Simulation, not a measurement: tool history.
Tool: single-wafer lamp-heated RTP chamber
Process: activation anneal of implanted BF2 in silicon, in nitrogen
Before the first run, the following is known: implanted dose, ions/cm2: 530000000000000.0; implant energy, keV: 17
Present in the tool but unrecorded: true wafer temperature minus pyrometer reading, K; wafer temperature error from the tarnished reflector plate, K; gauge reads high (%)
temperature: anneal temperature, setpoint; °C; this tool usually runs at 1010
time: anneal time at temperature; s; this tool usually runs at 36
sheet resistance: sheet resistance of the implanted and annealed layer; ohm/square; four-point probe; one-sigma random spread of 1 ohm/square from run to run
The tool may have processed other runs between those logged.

run,day,temperature,time,wafers since the last listed run,wafers since the last pyrometer calibration,wafers since the reflector plate was cleaned,hours since the gauge calibration,"read-back reference wafer on the same gauge, sheet resistance",sheet resistance
1,0,1010,52,0,275,11585,104.3,196.12,216.28
2,0.567,1010,46,242,517,11827,117.9,196.05,219.01
3,1.396,1010,36,354,871,12181,137.8,196,220.34
4,2.633,1010,36,528,1400,12709,167.5,196.17,221.57
5,3.321,1010,36,293,1694,13003,184,195.99,221.11
# day 4.254: gauge calibrated
# day 4.629: reflector plate cleaned
# day 4.879: pyrometer window cleaned and pyrometer calibrated
6,4.9,997,24,424,8,8,15.5,195.67,228.09
7,5.875,997,24,416,424,424,38.9,196.19,227.42
# day 6.867: pyrometer window cleaned and pyrometer calibrated, repeated, since the last time left the tool worse
8,7.075,982,56,370,88,794,67.7,195.86,235.29
9,7.725,1000,30,277,366,1072,83.3,195.87,230.6
10,8.75,1010,36,437,804,1510,107.9,196.04,221.9
11,9.717,980,16,412,1217,1923,131.1,195.72,256.81
12,10.258,1021,26,231,1448,2154,144.1,195.89,222.07
13,10.775,1010,19,220,1669,2375,156.5,195.99,231.2
14,11.821,1038,15,446,2115,2821,181.6,195.91,218.38
# day 12.221: gauge calibrated
# day 12.262: pyrometer window cleaned and pyrometer calibrated
15,13.233,1010,36,460,414,3282,24.3,196.42,223.55

Measured result minus the same run's result without the hidden state. Both carry the same run-to-run variation, though not necessarily the same gauge scatter:
run,sheet resistance
1,-0.49
2,-0.61
3,-0.91
4,-1.71
5,-2.31
6,-8.4
7,-8.5
8,-0.69
9,-0.71
10,-0.98
11,-3.51
12,-1.86
13,-2.29
14,-2.99
15,-0.67

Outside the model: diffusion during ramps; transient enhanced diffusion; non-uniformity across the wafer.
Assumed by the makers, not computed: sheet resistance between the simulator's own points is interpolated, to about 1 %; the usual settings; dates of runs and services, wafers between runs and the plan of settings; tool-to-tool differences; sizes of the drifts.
